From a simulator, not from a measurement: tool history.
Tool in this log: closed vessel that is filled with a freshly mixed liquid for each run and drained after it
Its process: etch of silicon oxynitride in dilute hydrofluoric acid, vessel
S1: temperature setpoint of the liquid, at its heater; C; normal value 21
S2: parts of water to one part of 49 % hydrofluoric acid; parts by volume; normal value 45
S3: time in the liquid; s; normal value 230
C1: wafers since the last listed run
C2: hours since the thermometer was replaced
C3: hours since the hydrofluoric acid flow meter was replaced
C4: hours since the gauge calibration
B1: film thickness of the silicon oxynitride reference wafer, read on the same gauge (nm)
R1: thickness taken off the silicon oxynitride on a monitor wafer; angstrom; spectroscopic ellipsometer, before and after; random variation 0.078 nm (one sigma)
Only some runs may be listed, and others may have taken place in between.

run    hour    S1  S2   S3     C1      C2     C3      C4      B1     R1
  1       0    25  45  230      0  1905.9  187.8  1087.6     150  174.1
  2    47.8    25  45  230   4896  1953.7  235.6  1135.4     150  175.7
  3    92.4    21  60  230   4568  1998.3  280.2    1180  150.02    107
  4   117.6  19.5  45  230   2581  2023.5  305.4  1205.2     150  134.4
  5   162.7    21  45  230   4619  2068.6  350.5  1250.3     150    144
  6   207.2    21  45  230   4558  2113.1    395  1294.8  150.04  143.7
  7   243.7    24  45  230   3738  2149.6  431.5  1331.3  149.99  166.8
  8   309.7    24  45  230   6760  2215.6  497.5  1397.3  150.03  167.4
  9   378.5    21  45  230   7047  2284.4  566.3  1466.1  149.96  144.7
 10   410.1    21  45  230   3237    2316  597.9  1497.7  150.04  142.9
 11   464.6    21  30  230   5582  2370.5  652.4  1552.2  150.06  219.5
 12   490.8    21  30  230   2683  2396.7  678.6  1578.4     150  219.7
 13   522.8    21  35  230   3278  2428.7  710.6  1610.4  149.96    187
      548.2  -- thermometer replaced
 14   587.3    21  35  230   6504    39.1  775.1  1674.9  150.01  172.1
      604.7  -- gauge calibrated
 15   654.8    21  35  230   6914   106.6  842.6    50.1  150.01  172.5
      702.6  -- hydrofluoric acid flow meter replaced
 16   723.1    21  45  230   6894   174.9   20.5   118.4     150  138.4
 17   754.6  24.5  35  230   3226   206.4     52   149.9  150.01  210.5
 18   819.9  18.5  45  230   6689   271.7  117.3   215.2  150.03  120.9
 19   870.1    21  45  140   5142   321.9  167.5   265.4  150.01   83.2
 20   933.5    21  50  230   6494   385.3  230.9   328.8     150  122.1
 21     961    19  30  190   2817   412.8  258.4   356.3  149.96  156.5
 22  1020.1    21  45  230   6054   471.9  317.5   415.4  149.96  137.5
 23  1142.1  24.5  45  100  12497   593.9  439.5   537.4  149.98   70.8
 24  1286.7    21  45  230  14812   738.5  584.1     682  150.01  136.6
 25  1346.9    23  45  230   6166   798.7  644.3   742.2  150.04  152.8
 26    1393  18.5  55  265   4722   844.8  690.4   788.3  149.97  113.7
 27  1451.3    25  35  230   5972   903.1  748.7   846.6  150.03  215.5
 28  1481.5  24.5  65  230   3093   933.3  778.9   876.8     150  110.3
 29  1532.2    21  45  340   5193     984  829.6   927.5  149.99  203.5
 30  1595.7    21  55  190   6504  1047.5  893.1     991  150.02   91.5
 31  1650.5    21  45  230   5613  1102.3  947.9  1045.8     150  139.2
 32  1686.7    21  55  190   3708  1138.5  984.1    1082  150.04   92.5
     1711.5  -- hydrofluoric acid flow meter replaced
 33  1728.2    19  45  100   4148    1180   16.7  1123.5  149.94   55.7

Consider 4 possible next runs. They are alternatives, not a sequence: every one starts from the tool as it was left by run 33. What does each give?
  A  1728.9    21  45  230  71  1180.7  17.4  1124.2   ?   ?
  B  1728.9  17.5  45  230  71  1180.7  17.4  1124.2   ?   ?
  C  1728.9    21  25  130  71  1180.7  17.4  1124.2   ?   ?
  D  1728.9    25  45  370  71  1180.7  17.4  1124.2   ?   ?

run      B1     R1
  A  149.97  141.8
  B  149.97  118.9
  C  149.97  146.1
  D  149.97  277.5
What these runs would have given with no unlogged condition in the tool:
run     R1
  A  136.1
  B  113.9
  C  140.1
  D  266.7

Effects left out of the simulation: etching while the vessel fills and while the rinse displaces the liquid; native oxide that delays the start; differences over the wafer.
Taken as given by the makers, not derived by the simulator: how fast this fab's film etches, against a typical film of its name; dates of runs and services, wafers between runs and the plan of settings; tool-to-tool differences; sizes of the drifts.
